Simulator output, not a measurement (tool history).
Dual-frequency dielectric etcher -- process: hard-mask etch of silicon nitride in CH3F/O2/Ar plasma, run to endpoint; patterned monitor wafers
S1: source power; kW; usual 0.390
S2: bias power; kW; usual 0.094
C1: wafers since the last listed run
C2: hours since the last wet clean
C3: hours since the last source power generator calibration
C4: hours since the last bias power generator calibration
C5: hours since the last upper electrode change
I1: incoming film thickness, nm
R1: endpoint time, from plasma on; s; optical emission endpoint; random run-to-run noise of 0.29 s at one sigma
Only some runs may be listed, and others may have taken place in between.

run   hour     S1     S2   C1     C2      C3      C4      C5     I1    R1
  1    0.0  0.390  0.105    0  374.2  4046.6  4672.0  3524.3  34.97  45.1
      23.3  -- wet clean of the chamber
  2   28.4  0.390  0.105   37    5.1  4075.0  4700.4  3552.7  35.03  42.9
  3   69.7  0.330  0.087  309   46.4  4116.3  4741.7  3594.0  35.03  51.7
  4  129.1  0.330  0.087  444  105.8  4175.7  4801.1  3653.4  34.90  51.0
  5  165.8  0.390  0.077  274  142.5  4212.4  4837.8  3690.1  35.14  52.2
  6  220.5  0.390  0.077  409  197.2  4267.1  4892.5  3744.8  35.35  53.5
  7  274.3  0.340  0.094  402  251.0  4320.9  4946.3  3798.6  35.15  49.8
     326.6  -- bias power generator calibrated
     354.9  -- upper electrode replaced, of another model than before
  8  355.4  0.340  0.094  397  332.1  4402.0    28.8     0.5  34.77  48.7
  9  394.5  0.390  0.094  292  371.2  4441.1    67.9    39.6  35.25  47.5
 10  457.9  0.390  0.094  474  434.6  4504.5   131.3   103.0  35.37  48.4
     500.7  -- wet clean of the chamber
     501.3  -- source power generator calibrated
 11  512.4  0.320  0.072  223   11.7    11.1   185.8   157.5  34.96  63.9
 12  569.3  0.480  0.094  425   68.6    68.0   242.7   214.4  35.20  44.8
 13  619.5  0.420  0.088  375  118.8   118.2   292.9   264.6  34.97  48.9
 14  651.7  0.300  0.080  241  151.0   150.4   325.1   296.8  35.24  58.8
 15  703.7  0.300  0.094  389  203.0   202.4   377.1   348.8  35.24  50.6
 16  733.1  0.450  0.107  220  232.4   231.8   406.5   378.2  35.23  41.6
 17  764.5  0.440  0.094  235  263.8   263.2   437.9   409.6  34.99  46.0
 18  828.7  0.390  0.094  480  328.0   327.4   502.1   473.8  34.97  47.9
 19  887.5  0.320  0.072  440  386.8   386.2   560.9   532.6  35.43  66.5
 20  923.5  0.390  0.094  269  422.8   422.2   596.9   568.6  34.95  48.0
     953.7  -- wet clean of the chamber
 21  995.4  0.390  0.073  358   41.7   494.1   668.8   640.5  35.20  60.4

Consider 4 possible next runs. They are alternatives, not a sequence: every one starts from the tool as it was left by run 21. What does each give?
  A  995.8  0.460  0.094   2  42.1  494.5  669.2  640.9  35.27   ?
  B  995.8  0.330  0.085   2  42.1  494.5  669.2  640.9  35.27   ?
  C  995.8  0.350  0.075   2  42.1  494.5  669.2  640.9  35.27   ?
  D  995.8  0.390  0.086   2  42.1  494.5  669.2  640.9  35.27   ?

run    R1
  A  44.6
  B  53.2
  C  59.7
  D  50.5
With no hidden state in the tool, these same runs would have given:
run    R1
  A  44.5
  B  53.1
  C  59.6
  D  50.4
